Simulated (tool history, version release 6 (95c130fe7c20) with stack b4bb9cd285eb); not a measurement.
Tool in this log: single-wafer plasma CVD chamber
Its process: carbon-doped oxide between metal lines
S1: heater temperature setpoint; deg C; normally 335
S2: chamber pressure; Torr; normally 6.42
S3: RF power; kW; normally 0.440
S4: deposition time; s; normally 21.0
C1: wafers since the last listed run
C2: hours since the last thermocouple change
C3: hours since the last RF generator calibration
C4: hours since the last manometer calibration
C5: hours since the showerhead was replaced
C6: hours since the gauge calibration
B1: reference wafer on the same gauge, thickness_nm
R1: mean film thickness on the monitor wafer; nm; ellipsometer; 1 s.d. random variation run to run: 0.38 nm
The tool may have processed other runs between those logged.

| run | hour | S1 | S2 | S3 | S4 | C1 | C2 | C3 | C4 | C5 | C6 | B1 | R1 |
|---|---|---|---|---|---|---|---|---|---|---|---|---|---|
| 1 | 0.0 | 335 | 6.42 | 0.390 | 21.0 | 0 | 502.7 | 762.0 | 2345.3 | 6539.0 | 107.9 | 107.880 | 94.300 |
| 2 | 88.9 | 335 | 6.42 | 0.440 | 20.0 | 1649 | 591.6 | 850.9 | 2434.2 | 6627.9 | 196.8 | 107.927 | 98.961 |
| 3 | 173.2 | 327 | 6.42 | 0.440 | 21.0 | 1564 | 675.9 | 935.2 | 2518.5 | 6712.2 | 281.1 | 108.029 | 106.138 |
| 4 | 250.5 | 327 | 6.42 | 0.440 | 21.0 | 1434 | 753.2 | 1012.5 | 2595.8 | 6789.5 | 358.4 | 107.965 | 105.641 |
|  | 332.2 | RF generator calibrated |
| 5 | 340.9 | 327 | 6.42 | 0.440 | 21.0 | 1528 | 843.6 | 8.7 | 2686.2 | 6879.9 | 448.8 | 107.907 | 105.481 |
| 6 | 384.2 | 335 | 6.42 | 0.440 | 21.0 | 803 | 886.9 | 52.0 | 2729.5 | 6923.2 | 492.1 | 107.943 | 103.263 |
| 7 | 425.5 | 335 | 6.42 | 0.440 | 21.0 | 766 | 928.2 | 93.3 | 2770.8 | 6964.5 | 533.4 | 107.896 | 103.124 |
| 8 | 493.4 | 335 | 6.42 | 0.440 | 21.0 | 1259 | 996.1 | 161.2 | 2838.7 | 7032.4 | 601.3 | 108.070 | 102.432 |
|  | 530.1 | capacitance manometer re-zeroed and calibrated |
| 9 | 546.4 | 323 | 6.42 | 0.440 | 21.0 | 834 | 1049.1 | 214.2 | 16.3 | 7085.4 | 654.3 | 108.204 | 106.426 |
|  | 570.6 | showerhead replaced |
|  | 575.8 | thermocouple changed; heater temperature recalibrated |
| 10 | 644.3 | 335 | 4.88 | 0.465 | 21.0 | 1571 | 68.5 | 312.1 | 114.2 | 73.7 | 752.2 | 107.832 | 104.371 |
|  | 660.8 | gauge calibrated |
| 11 | 722.4 | 335 | 5.10 | 0.440 | 19.7 | 1448 | 146.6 | 390.2 | 192.3 | 151.8 | 61.6 | 107.922 | 95.032 |
| 12 | 777.3 | 347 | 7.54 | 0.395 | 19.8 | 1018 | 201.5 | 445.1 | 247.2 | 206.7 | 116.5 | 108.189 | 88.411 |
| 13 | 824.2 | 349 | 5.76 | 0.440 | 24.8 | 870 | 248.4 | 492.0 | 294.1 | 253.6 | 163.4 | 108.197 | 116.277 |

Run 14, settings as shown, results not yet in. Your forecast:
| 14 | 910.0 | 335 | 6.42 | 0.440 | 21.0 | 1591 | 334.2 | 577.8 | 379.9 | 339.4 | 249.2 | ? | ? |

For run 14 the tool returned B1 108.053, R1 104.824 nm.
Had the tool carried no hidden state, the very same run would have given R1 104.646 nm.
